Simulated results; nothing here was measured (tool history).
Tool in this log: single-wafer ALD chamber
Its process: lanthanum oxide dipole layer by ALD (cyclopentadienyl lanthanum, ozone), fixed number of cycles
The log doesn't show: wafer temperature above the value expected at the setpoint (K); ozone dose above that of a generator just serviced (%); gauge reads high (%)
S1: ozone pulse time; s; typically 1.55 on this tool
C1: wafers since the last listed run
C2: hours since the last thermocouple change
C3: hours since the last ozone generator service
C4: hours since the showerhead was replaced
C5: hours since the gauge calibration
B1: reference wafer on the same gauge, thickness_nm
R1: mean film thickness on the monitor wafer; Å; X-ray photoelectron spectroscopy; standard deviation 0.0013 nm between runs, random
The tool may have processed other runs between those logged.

{"run": 1, "hour": 0.0, "S1": 1.55, "C1": 0, "C2": 882.8, "C3": 472.8, "C4": 5601.7, "C5": 906.2, "B1": 0.436, "R1": 5.12}
{"run": 2, "hour": 58.2, "S1": 1.55, "C1": 769, "C2": 941, "C3": 531, "C4": 5659.9, "C5": 964.4, "B1": 0.436, "R1": 5.1}
{"run": 3, "hour": 159.7, "S1": 1.55, "C1": 1341, "C2": 1042.5, "C3": 632.5, "C4": 5761.4, "C5": 1065.9, "B1": 0.436, "R1": 5.1}
{"run": 4, "hour": 223.0, "S1": 1.06, "C1": 836, "C2": 1105.8, "C3": 695.8, "C4": 5824.7, "C5": 1129.2, "B1": 0.436, "R1": 4.63}
{"run": 5, "hour": 294.0, "S1": 1.06, "C1": 938, "C2": 1176.8, "C3": 766.8, "C4": 5895.7, "C5": 1200.2, "B1": 0.436, "R1": 4.61}
{"run": 6, "hour": 381.0, "S1": 1.06, "C1": 1149, "C2": 1263.8, "C3": 853.8, "C4": 5982.7, "C5": 1287.2, "B1": 0.436, "R1": 4.6}
{"run": 7, "hour": 448.4, "S1": 1.55, "C1": 890, "C2": 1331.2, "C3": 921.2, "C4": 6050.1, "C5": 1354.6, "B1": 0.436, "R1": 5.04}
{"run": 8, "hour": 516.7, "S1": 1.55, "C1": 902, "C2": 1399.5, "C3": 989.5, "C4": 6118.4, "C5": 1422.9, "B1": 0.436, "R1": 5.06}
{"run": 9, "hour": 597.1, "S1": 1.55, "C1": 1062, "C2": 1479.9, "C3": 1069.9, "C4": 6198.8, "C5": 1503.3, "B1": 0.436, "R1": 5.04}
{"hour": 671.1, "done": "gauge calibrated"}
{"run": 10, "hour": 701.1, "S1": 1.55, "C1": 1374, "C2": 1583.9, "C3": 1173.9, "C4": 6302.8, "C5": 30, "B1": 0.436, "R1": 5.02}
{"run": 11, "hour": 761.4, "S1": 1.55, "C1": 796, "C2": 1644.2, "C3": 1234.2, "C4": 6363.1, "C5": 90.3, "B1": 0.436, "R1": 5.04}
{"hour": 812.1, "done": "thermocouple changed; heater temperature recalibrated"}
{"run": 12, "hour": 812.6, "S1": 1.55, "C1": 570, "C2": 0.5, "C3": 1285.4, "C4": 6414.3, "C5": 141.5, "B1": 0.436, "R1": 5.02}
{"run": 13, "hour": 887.6, "S1": 1.55, "C1": 991, "C2": 75.5, "C3": 1360.4, "C4": 6489.3, "C5": 216.5, "B1": 0.436, "R1": 5.01}
{"hour": 975.1, "done": "showerhead replaced"}
{"run": 14, "hour": 975.6, "S1": 1.75, "C1": 1057, "C2": 163.5, "C3": 1448.4, "C4": 0.5, "C5": 304.5, "B1": 0.436, "R1": 5.07}
{"hour": 1006.3, "done": "ozone generator serviced"}
{"run": 15, "hour": 1032.9, "S1": 1.98, "C1": 651, "C2": 220.8, "C3": 26.6, "C4": 57.8, "C5": 361.8, "B1": 0.436, "R1": 5.26}
{"run": 16, "hour": 1088.8, "S1": 1.55, "C1": 738, "C2": 276.7, "C3": 82.5, "C4": 113.7, "C5": 417.7, "B1": 0.436, "R1": 5.11}
{"run": 17, "hour": 1141.8, "S1": 2.08, "C1": 700, "C2": 329.7, "C3": 135.5, "C4": 166.7, "C5": 470.7, "B1": 0.436, "R1": 5.28}
{"run": 18, "hour": 1298.9, "S1": 1.81, "C1": 2076, "C2": 486.8, "C3": 292.6, "C4": 323.8, "C5": 627.8, "B1": 0.436, "R1": 5.22}
{"run": 19, "hour": 1400.8, "S1": 1.11, "C1": 1346, "C2": 588.7, "C3": 394.5, "C4": 425.7, "C5": 729.7, "B1": 0.436, "R1": 4.72}
{"run": 20, "hour": 1485.1, "S1": 1.55, "C1": 1114, "C2": 673, "C3": 478.8, "C4": 510, "C5": 814, "B1": 0.436, "R1": 5.09}
{"run": 21, "hour": 1531.1, "S1": 1.1, "C1": 607, "C2": 719, "C3": 524.8, "C4": 556, "C5": 860, "B1": 0.436, "R1": 4.7}
{"run": 22, "hour": 1600.0, "S1": 0.96, "C1": 910, "C2": 787.9, "C3": 593.7, "C4": 624.9, "C5": 928.9, "B1": 0.437, "R1": 4.47}
{"run": 23, "hour": 1671.0, "S1": 1.55, "C1": 938, "C2": 858.9, "C3": 664.7, "C4": 695.9, "C5": 999.9, "B1": 0.436, "R1": 5.09}
{"run": 24, "hour": 1732.6, "S1": 1.55, "C1": 814, "C2": 920.5, "C3": 726.3, "C4": 757.5, "C5": 1061.5, "B1": 0.436, "R1": 5.09}
{"run": 25, "hour": 1818.3, "S1": 1.99, "C1": 1132, "C2": 1006.2, "C3": 812, "C4": 843.2, "C5": 1147.2, "B1": 0.436, "R1": 5.24}
{"run": 26, "hour": 1901.9, "S1": 1.18, "C1": 1104, "C2": 1089.8, "C3": 895.6, "C4": 926.8, "C5": 1230.8, "B1": 0.437, "R1": 4.74}

What if the next run were any one of these 4? Each begins from the tool's condition after run 26:
{"run": "A", "hour": 1902.3, "S1": 1.55, "C1": 5, "C2": 1090.2, "C3": 896, "C4": 927.2, "C5": 1231.2, "B1": "?", "R1": "?"}
{"run": "B", "hour": 1902.3, "S1": 2.14, "C1": 5, "C2": 1090.2, "C3": 896, "C4": 927.2, "C5": 1231.2, "B1": "?", "R1": "?"}
{"run": "C", "hour": 1902.3, "S1": 1.12, "C1": 5, "C2": 1090.2, "C3": 896, "C4": 927.2, "C5": 1231.2, "B1": "?", "R1": "?"}
{"run": "D", "hour": 1902.3, "S1": 0.94, "C1": 5, "C2": 1090.2, "C3": 896, "C4": 927.2, "C5": 1231.2, "B1": "?", "R1": "?"}

run=A B1=0.436 R1=5.06
run=B B1=0.436 R1=5.26
run=C B1=0.436 R1=4.68
run=D B1=0.436 R1=4.39
Without the tool's unlogged condition, the same runs would have read:
run=A R1=5.11
run=B R1=5.28
run=C R1=4.76
run=D R1=4.49
